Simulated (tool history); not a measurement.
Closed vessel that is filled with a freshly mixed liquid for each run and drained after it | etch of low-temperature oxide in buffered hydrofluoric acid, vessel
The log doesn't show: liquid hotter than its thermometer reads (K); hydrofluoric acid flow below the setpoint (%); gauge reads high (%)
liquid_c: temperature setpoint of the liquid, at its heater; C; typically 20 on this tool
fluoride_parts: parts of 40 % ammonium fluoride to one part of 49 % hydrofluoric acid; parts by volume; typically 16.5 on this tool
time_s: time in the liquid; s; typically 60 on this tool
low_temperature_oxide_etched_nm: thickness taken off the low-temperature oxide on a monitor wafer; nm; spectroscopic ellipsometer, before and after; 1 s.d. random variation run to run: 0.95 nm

run	hour	liquid_c	fluoride_parts	time_s	wafers since the last listed run	hours since the thermometer was replaced	hours since the hydrofluoric acid flow meter was replaced	hours since the gauge calibration	read-back film thickness of the low-temperature oxide reference wafer, read on the same gauge (nm)	low_temperature_oxide_etched_nm
1	0	20	16.5	60	0	488.7	1178.3	1025.3	79.98	110.32
2	44.5	20	16.5	60	4658	533.2	1222.8	1069.8	80	111.15
# hour 51.9: hydrofluoric acid flow meter replaced
# hour 77.3: thermometer replaced
3	268.9	20	16.5	60	23282	191.6	217	1294.2	79.97	103.78
4	372.6	20	16.5	60	10856	295.3	320.7	1397.9	79.98	104.6
5	442.8	20	16.5	35	7349	365.5	390.9	1468.1	80.02	62.13
6	491.6	20	16.5	60	5108	414.3	439.7	1516.9	80.04	108.06
7	599.4	20	16.5	60	11285	522.1	547.5	1624.7	79.98	107.65
# hour 655.1: thermometer replaced
8	667.9	20	16.5	60	7066	12.8	616	1693.2	80.03	99.53
9	758.3	22	16.5	60	9463	103.2	706.4	1783.6	80.01	115.96
10	800.6	20	16.5	60	4428	145.5	748.7	1825.9	80.02	103.12
11	852.2	20	16.5	60	5401	197.1	800.3	1877.5	80.03	102.24
12	944.1	20	16.5	60	9620	289	892.2	1969.4	80	104.6
13	1009.8	20	18.5	60	6878	354.7	957.9	2035.1	80	95.65
14	1089.8	20	16.5	60	8375	434.7	1037.9	2115.1	80.01	106.12
15	1145.9	20	19.5	80	5872	490.8	1094	2171.2	80.02	123.12
16	1243.8	20	16.5	60	10248	588.7	1191.9	2269.1	80.02	111.17
# hour 1271.3: thermometer replaced
17	1312.3	20	16.5	60	7066	41	1260.4	2337.6	80.03	101.19
# hour 1454.7: hydrofluoric acid flow meter replaced
18	1580.3	23	16.5	60	27951	309	125.6	2605.6	80.02	123.34
19	1638.9	17.5	12.5	45	6134	367.6	184.2	2664.2	80	89.93
# hour 1706.3: gauge calibrated
20	1725.8	24	21.5	85	9097	454.5	271.1	19.5	80.01	148.63
21	1828.1	20	23	60	10709	556.8	373.4	121.8	79.99	82.94
# hour 1858.6: thermometer replaced
22	1895.2	17	22	35	6919	36.6	440.5	188.9	79.98	38.6
23	1941.8	23	16.5	45	4878	83.2	487.1	235.5	80.02	91.25
24	1997.5	20	21.5	60	5831	138.9	542.8	291.2	80	81.65
25	2274.9	23.5	19.5	60	29040	416.3	820.2	568.6	79.98	111.84
# hour 2341.5: thermometer replaced
26	2382.4	20	16.5	40	11149	40.9	927.7	676.1	80.01	69.09
27	2448.5	20	16.5	60	6919	107	993.8	742.2	79.99	103.64
# hour 2534.1: hydrofluoric acid flow meter replaced
28	2543.3	20	22.5	60	9819	201.8	9.2	837	80.01	79.81

Predict the results of run 29:
29	2637.1	17.5	14	60	9819	295.6	103	930.8	?	?

Run 29 gave read-back film thickness of the low-temperature oxide reference wafer, read on the same gauge (nm) 79.98, low_temperature_oxide_etched_nm 107.5 nm.
Had the tool carried no hidden state, the very same run would have given low_temperature_oxide_etched_nm 101.91 nm.

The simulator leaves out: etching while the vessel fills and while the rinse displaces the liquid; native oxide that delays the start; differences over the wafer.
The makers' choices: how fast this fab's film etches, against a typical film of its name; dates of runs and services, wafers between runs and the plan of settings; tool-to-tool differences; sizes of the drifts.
